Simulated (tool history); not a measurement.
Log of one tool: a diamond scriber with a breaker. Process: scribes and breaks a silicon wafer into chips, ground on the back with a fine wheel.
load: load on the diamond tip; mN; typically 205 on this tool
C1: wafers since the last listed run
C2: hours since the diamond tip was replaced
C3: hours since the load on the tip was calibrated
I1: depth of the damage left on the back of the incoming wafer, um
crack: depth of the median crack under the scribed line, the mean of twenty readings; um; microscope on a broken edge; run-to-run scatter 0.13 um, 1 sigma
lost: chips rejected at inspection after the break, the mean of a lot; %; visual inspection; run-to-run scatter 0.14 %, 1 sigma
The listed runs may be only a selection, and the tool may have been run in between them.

Run 1, day 0: usual settings; C1 0; C2 719.3; C3 1224.9; I1 1.58. Result: crack 6.31 um, lost 11.69 %.
Run 2, day 0.7: usual settings; C1 34; C2 736.1; C3 1241.7; I1 2.09. Result: crack 6.18 um, lost 13.31 %.
Run 3, day 1.354: usual settings; C1 32; C2 751.8; C3 1257.4; I1 2.3. Result: crack 6.15 um, lost 15.02 %.
Run 4, day 1.838: usual settings; C1 24; C2 763.4; C3 1269; I1 2.5. Result: crack 6.02 um, lost 15.6 %.
Run 5, day 2.246: usual settings; C1 20; C2 773.2; C3 1278.8; I1 2.35. Result: crack 6.26 um, lost 15.19 %.
Run 6, day 2.717: usual settings; C1 23; C2 784.5; C3 1290.1; I1 2.09. Result: crack 6.2 um, lost 12.81 %.
Run 7, day 3.104: usual settings but load 184 mN; C1 19; C2 793.8; C3 1299.4; I1 2.68. Result: crack 5.74 um, lost 26.8 %.
Run 8, day 3.508: usual settings; C1 20; C2 803.5; C3 1309.1; I1 2.94. Result: crack 6.26 um, lost 19.96 %.
Run 9, day 3.833: usual settings but load 248 mN; C1 16; C2 811.3; C3 1316.9; I1 2.12. Result: crack 7.03 um, lost 5.21 %.
Run 10, day 4.192: usual settings; C1 17; C2 819.9; C3 1325.5; I1 2.19. Result: crack 6.16 um, lost 14.36 %.
Run 11, day 4.696: usual settings; C1 25; C2 832; C3 1337.6; I1 1.78. Result: crack 6.17 um, lost 12.9 %.
Run 12, day 5.321: usual settings but load 185 mN; C1 31; C2 847; C3 1352.6; I1 2.23. Result: crack 5.77 um, lost 21.86 %.
Run 13, day 5.838: usual settings but load 185 mN; C1 25; C2 859.4; C3 1365; I1 2.55. Result: crack 5.75 um, lost 25.8 %.
Run 14, day 6.429: usual settings but load 185 mN; C1 29; C2 873.6; C3 1379.2; I1 2.77. Result: crack 5.61 um, lost 27.81 %.
Run 15, day 7.025: usual settings; C1 29; C2 887.9; C3 1393.5; I1 2.05. Result: crack 6.21 um, lost 15.53 %.
Run 16, day 7.762: usual settings; C1 36; C2 905.6; C3 1411.2; I1 2.71. Result: crack 6.25 um, lost 18.19 %.
Run 17, day 8.342: usual settings; C1 28; C2 919.5; C3 1425.1; I1 2.49. Result: crack 5.98 um, lost 16.21 %.
Run 18, day 8.95: usual settings but load 218 mN; C1 30; C2 934.1; C3 1439.7; I1 2.58. Result: crack 6.35 um, lost 13.88 %.
Run 19, day 9.271: usual settings but load 218 mN; C1 16; C2 941.8; C3 1447.4; I1 2.5. Result: crack 6.38 um, lost 11.93 %.
Run 20, day 9.654: usual settings but load 218 mN; C1 19; C2 951; C3 1456.6; I1 1.98. Result: crack 6.3 um, lost 10.08 %.
Run 21, day 10.262: usual settings but load 182 mN; C1 30; C2 965.6; C3 1471.2; I1 2.6. Result: crack 5.66 um, lost 26.3 %.
At day 10.35: load on the tip recalibrated.
Run 22, day 10.933: usual settings but load 264 mN; C1 29; C2 981.7; C3 14; I1 2.89. Result: crack 7.13 um, lost 7.52 %.
Run 23, day 11.271: usual settings but load 189 mN; C1 16; C2 989.8; C3 22.1; I1 2.14. Result: crack 5.78 um, lost 20.64 %.
Run 24, day 11.621: usual settings but load 256 mN; C1 17; C2 998.2; C3 30.5; I1 2.09. Result: crack 7.19 um, lost 4.51 %.
Run 25, day 11.933: usual settings but load 183 mN; C1 15; C2 1005.7; C3 38; I1 1.56. Result: crack 5.63 um, lost 21.64 %.
Run 26, day 12.246: usual settings but load 152 mN; C1 15; C2 1013.2; C3 45.5; I1 2.2. Result: crack 4.93 um, lost 42.58 %.
Run 27, day 12.917: usual settings but load 176 mN; C1 33; C2 1029.3; C3 61.6; I1 2.47. Result: crack 5.48 um, lost 29.27 %.
Run 28, day 13.633: usual settings; C1 35; C2 1046.5; C3 78.8; I1 1.55. Result: crack 6.24 um, lost 13.47 %.
At day 14.029: diamond tip replaced by a new one.
Run 29, day 15.808: usual settings but load 174 mN; C1 104; C2 42.7; C3 131; I1 2.48. Result: crack 6.63 um, lost 11.64 %.
Run 30, day 16.408: usual settings but load 172 mN; C1 29; C2 57.1; C3 145.4; I1 2.62. Result: crack 6.17 um, lost 13.81 %.
Run 31, day 17.125: usual settings; C1 35; C2 74.3; C3 162.6; I1 1.59. Result: crack 7.33 um, lost 3.2 %.
Run 32, day 17.738: usual settings but load 221 mN; C1 30; C2 89; C3 177.3; I1 2.81. Result: crack 7.28 um, lost 6.32 %.
Run 33, day 18.121: usual settings but load 257 mN; C1 19; C2 98.2; C3 186.5; I1 1.75. Result: crack 8.03 um, lost 5 %.
Run 34, day 18.462: usual settings; C1 17; C2 106.4; C3 194.7; I1 1.95. Result: crack 6.88 um, lost 4.44 %.
Run 35, day 19.162: usual settings but load 179 mN; C1 34; C2 123.2; C3 211.5; I1 1.87. Result: crack 6.44 um, lost 10.23 %.
Run 36, day 19.825: usual settings; C1 33; C2 139.1; C3 227.4; I1 2.45. Result: crack 6.82 um, lost 6.72 %.
Run 37, day 20.504: usual settings; C1 33; C2 155.4; C3 243.7; I1 2.3. Result: crack 7.06 um, lost 6.4 %.
Run 38, day 20.854: usual settings but load 154 mN; C1 17; C2 163.8; C3 252.1; I1 1.97. Result: crack 5.59 um, lost 23.15 %.
Run 39, day 21.371: usual settings; C1 25; C2 176.2; C3 264.5; I1 2.02. Result: crack 6.77 um, lost 5.81 %.
Run 40, day 21.85: usual settings but load 224 mN; C1 23; C2 187.7; C3 276; I1 1.99. Result: crack 7.37 um, lost 3.8 %.

For each entry between runs, how does the tool's hidden state at the last listed run before it compare with that at the first listed run after it?
Run 21 -> run 22: load on the tip recalibrated (day 10.35)
  nothing in the hidden state changes from one run to the other
  difference, measured minus the result without the unlogged condition, crack: -1.35 -> -1.7 um; lost: +18.64 -> -4.38 %
Run 28 -> run 29: diamond tip replaced by a new one (day 14.029)
  share of the diamond tip's cutting effectiveness lost through wear, %: 27.7 -> 4.75
  difference, measured minus the result without the unlogged condition, crack: -1.5 -> -0.22 um; lost: +11 -> +2.3 %
